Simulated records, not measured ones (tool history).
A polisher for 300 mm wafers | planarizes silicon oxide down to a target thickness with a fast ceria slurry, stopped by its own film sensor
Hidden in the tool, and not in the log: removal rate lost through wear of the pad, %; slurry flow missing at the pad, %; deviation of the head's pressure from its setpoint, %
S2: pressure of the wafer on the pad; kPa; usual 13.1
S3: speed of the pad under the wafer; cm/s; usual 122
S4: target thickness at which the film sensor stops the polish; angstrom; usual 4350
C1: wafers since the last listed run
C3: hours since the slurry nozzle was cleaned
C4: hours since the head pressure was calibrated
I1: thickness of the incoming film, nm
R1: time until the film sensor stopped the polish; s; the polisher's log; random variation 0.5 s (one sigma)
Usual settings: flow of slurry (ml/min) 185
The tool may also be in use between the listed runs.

{"run": 1, "hour": 0.0, "flow of slurry (ml/min)": 135, "S2": 13.1, "S3": 122, "S4": 4350, "C1": 0, "wafers polished on this pad": 1519, "C3": 64.7, "C4": 878.7, "I1": 1219.5, "R1": 57.6}
{"run": 2, "hour": 18.2, "flow of slurry (ml/min)": 135, "S2": 13.1, "S3": 122, "S4": 4350, "C1": 253, "wafers polished on this pad": 1773, "C3": 82.9, "C4": 896.9, "I1": 1230.3, "R1": 58.9}
{"hour": 34.0, "done": "worn pad replaced by a new one"}
{"run": 3, "hour": 51.5, "flow of slurry (ml/min)": 135, "S2": 13.1, "S3": 122, "S4": 4350, "C1": 408, "wafers polished on this pad": 243, "C3": 116.2, "C4": 930.2, "I1": 1221.3, "R1": 56.0}
{"run": 4, "hour": 75.2, "flow of slurry (ml/min)": 185, "S2": 13.1, "S3": 134, "S4": 4350, "C1": 330, "wafers polished on this pad": 574, "C3": 139.9, "C4": 953.9, "I1": 1229.1, "R1": 49.3}
{"run": 5, "hour": 128.0, "flow of slurry (ml/min)": 185, "S2": 13.1, "S3": 122, "S4": 4350, "C1": 735, "wafers polished on this pad": 1309, "C3": 192.7, "C4": 1006.7, "I1": 1214.9, "R1": 53.9}
{"run": 6, "hour": 159.7, "flow of slurry (ml/min)": 185, "S2": 13.1, "S3": 122, "S4": 4350, "C1": 441, "wafers polished on this pad": 1751, "C3": 224.4, "C4": 1038.4, "I1": 1228.1, "R1": 54.4}
{"hour": 175.7, "done": "worn pad replaced by a new one"}
{"run": 7, "hour": 183.8, "flow of slurry (ml/min)": 185, "S2": 13.1, "S3": 122, "S4": 4350, "C1": 280, "wafers polished on this pad": 112, "C3": 248.5, "C4": 1062.5, "I1": 1224.2, "R1": 51.7}
{"run": 8, "hour": 208.9, "flow of slurry (ml/min)": 185, "S2": 13.1, "S3": 122, "S4": 4350, "C1": 349, "wafers polished on this pad": 462, "C3": 273.6, "C4": 1087.6, "I1": 1243.6, "R1": 53.8}
{"run": 9, "hour": 230.1, "flow of slurry (ml/min)": 185, "S2": 13.1, "S3": 122, "S4": 4350, "C1": 295, "wafers polished on this pad": 758, "C3": 294.8, "C4": 1108.8, "I1": 1237.0, "R1": 53.3}
{"run": 10, "hour": 250.8, "flow of slurry (ml/min)": 185, "S2": 13.1, "S3": 122, "S4": 4350, "C1": 288, "wafers polished on this pad": 1046, "C3": 315.5, "C4": 1129.5, "I1": 1230.2, "R1": 53.4}
{"run": 11, "hour": 267.0, "flow of slurry (ml/min)": 185, "S2": 13.1, "S3": 122, "S4": 4350, "C1": 225, "wafers polished on this pad": 1272, "C3": 331.7, "C4": 1145.7, "I1": 1214.7, "R1": 52.1}
{"run": 12, "hour": 290.2, "flow of slurry (ml/min)": 185, "S2": 13.1, "S3": 122, "S4": 4350, "C1": 323, "wafers polished on this pad": 1595, "C3": 354.9, "C4": 1168.9, "I1": 1220.1, "R1": 52.7}
{"hour": 302.0, "done": "worn pad replaced by a new one"}
{"run": 13, "hour": 310.4, "flow of slurry (ml/min)": 185, "S2": 13.1, "S3": 122, "S4": 4350, "C1": 225, "wafers polished on this pad": 116, "C3": 375.1, "C4": 1189.1, "I1": 1234.7, "R1": 51.8}
{"run": 14, "hour": 343.2, "flow of slurry (ml/min)": 185, "S2": 13.1, "S3": 122, "S4": 4350, "C1": 457, "wafers polished on this pad": 573, "C3": 407.9, "C4": 1221.9, "I1": 1225.0, "R1": 51.5}
{"run": 15, "hour": 374.1, "flow of slurry (ml/min)": 185, "S2": 13.1, "S3": 156, "S4": 6220, "C1": 430, "wafers polished on this pad": 1004, "C3": 438.8, "C4": 1252.8, "I1": 1236.3, "R1": 31.2}
{"run": 16, "hour": 407.2, "flow of slurry (ml/min)": 185, "S2": 13.1, "S3": 122, "S4": 4350, "C1": 461, "wafers polished on this pad": 1465, "C3": 471.9, "C4": 1285.9, "I1": 1218.7, "R1": 52.1}
{"run": 17, "hour": 423.1, "flow of slurry (ml/min)": 160, "S2": 15.9, "S3": 140, "S4": 4350, "C1": 221, "wafers polished on this pad": 1687, "C3": 487.8, "C4": 1301.8, "I1": 1213.9, "R1": 37.6}
{"hour": 433.0, "done": "worn pad replaced by a new one"}
{"hour": 446.4, "done": "slurry nozzle cleaned"}
{"run": 18, "hour": 451.8, "flow of slurry (ml/min)": 185, "S2": 13.1, "S3": 122, "S4": 4350, "C1": 330, "wafers polished on this pad": 248, "C3": 5.4, "C4": 1330.5, "I1": 1215.1, "R1": 49.7}
{"run": 19, "hour": 476.5, "flow of slurry (ml/min)": 185, "S2": 13.1, "S3": 136, "S4": 4350, "C1": 344, "wafers polished on this pad": 592, "C3": 30.1, "C4": 1355.2, "I1": 1215.6, "R1": 44.8}
{"hour": 482.2, "done": "head pressure recalibrated"}
{"run": 20, "hour": 496.9, "flow of slurry (ml/min)": 185, "S2": 13.1, "S3": 94, "S4": 5940, "C1": 256, "wafers polished on this pad": 848, "C3": 50.5, "C4": 14.7, "I1": 1236.8, "R1": 60.4}
{"run": 21, "hour": 522.2, "flow of slurry (ml/min)": 185, "S2": 13.1, "S3": 122, "S4": 4350, "C1": 352, "wafers polished on this pad": 1201, "C3": 75.8, "C4": 40.0, "I1": 1238.0, "R1": 60.4}
{"run": 22, "hour": 535.1, "flow of slurry (ml/min)": 185, "S2": 13.1, "S3": 122, "S4": 4350, "C1": 179, "wafers polished on this pad": 1381, "C3": 88.7, "C4": 52.9, "I1": 1217.3, "R1": 58.2}
{"hour": 551.2, "done": "worn pad replaced by a new one"}
{"run": 23, "hour": 551.7, "flow of slurry (ml/min)": 185, "S2": 13.1, "S3": 138, "S4": 3260, "C1": 175, "wafers polished on this pad": 6, "C3": 105.3, "C4": 69.5, "I1": 1235.1, "R1": 56.8}
{"run": 24, "hour": 584.2, "flow of slurry (ml/min)": 130, "S2": 11.7, "S3": 106, "S4": 2130, "C1": 452, "wafers polished on this pad": 459, "C3": 137.8, "C4": 102.0, "I1": 1226.4, "R1": 101.7}
{"run": 25, "hour": 598.7, "flow of slurry (ml/min)": 240, "S2": 8.3, "S3": 102, "S4": 4350, "C1": 202, "wafers polished on this pad": 661, "C3": 152.3, "C4": 116.5, "I1": 1222.5, "R1": 104.9}
{"run": 26, "hour": 615.6, "flow of slurry (ml/min)": 185, "S2": 13.1, "S3": 122, "S4": 4350, "C1": 235, "wafers polished on this pad": 897, "C3": 169.2, "C4": 133.4, "I1": 1237.4, "R1": 58.3}
{"run": 27, "hour": 641.2, "flow of slurry (ml/min)": 150, "S2": 9.7, "S3": 152, "S4": 2880, "C1": 356, "wafers polished on this pad": 1253, "C3": 194.8, "C4": 159.0, "I1": 1243.3, "R1": 79.6}
{"run": 28, "hour": 671.6, "flow of slurry (ml/min)": 185, "S2": 10.3, "S3": 122, "S4": 1720, "C1": 423, "wafers polished on this pad": 1677, "C3": 225.2, "C4": 189.4, "I1": 1223.7, "R1": 100.5}
{"run": 29, "hour": 691.3, "flow of slurry (ml/min)": 185, "S2": 17.2, "S3": 122, "S4": 4350, "C1": 274, "wafers polished on this pad": 1952, "C3": 244.9, "C4": 209.1, "I1": 1231.8, "R1": 44.6}

3 ways to go on from here, each from the tool as it stands after run 29. What would each give?
{"run": "A", "hour": 691.7, "flow of slurry (ml/min)": 185, "S2": 13.1, "S3": 122, "S4": 4350, "C1": 5, "wafers polished on this pad": 1957, "C3": 245.3, "C4": 209.5, "I1": 1217.7, "R1": "?"}
{"run": "B", "hour": 691.7, "flow of slurry (ml/min)": 185, "S2": 13.1, "S3": 152, "S4": 4350, "C1": 5, "wafers polished on this pad": 1957, "C3": 245.3, "C4": 209.5, "I1": 1217.7, "R1": "?"}
{"run": "C", "hour": 691.7, "flow of slurry (ml/min)": 165, "S2": 15.2, "S3": 122, "S4": 4350, "C1": 5, "wafers polished on this pad": 1957, "C3": 245.3, "C4": 209.5, "I1": 1217.7, "R1": "?"}

run=A R1=58.4
run=B R1=46.9
run=C R1=51.4
Without the tool's hidden state the same runs would have given:
run=A R1=54.6
run=B R1=43.8
run=C R1=48.0

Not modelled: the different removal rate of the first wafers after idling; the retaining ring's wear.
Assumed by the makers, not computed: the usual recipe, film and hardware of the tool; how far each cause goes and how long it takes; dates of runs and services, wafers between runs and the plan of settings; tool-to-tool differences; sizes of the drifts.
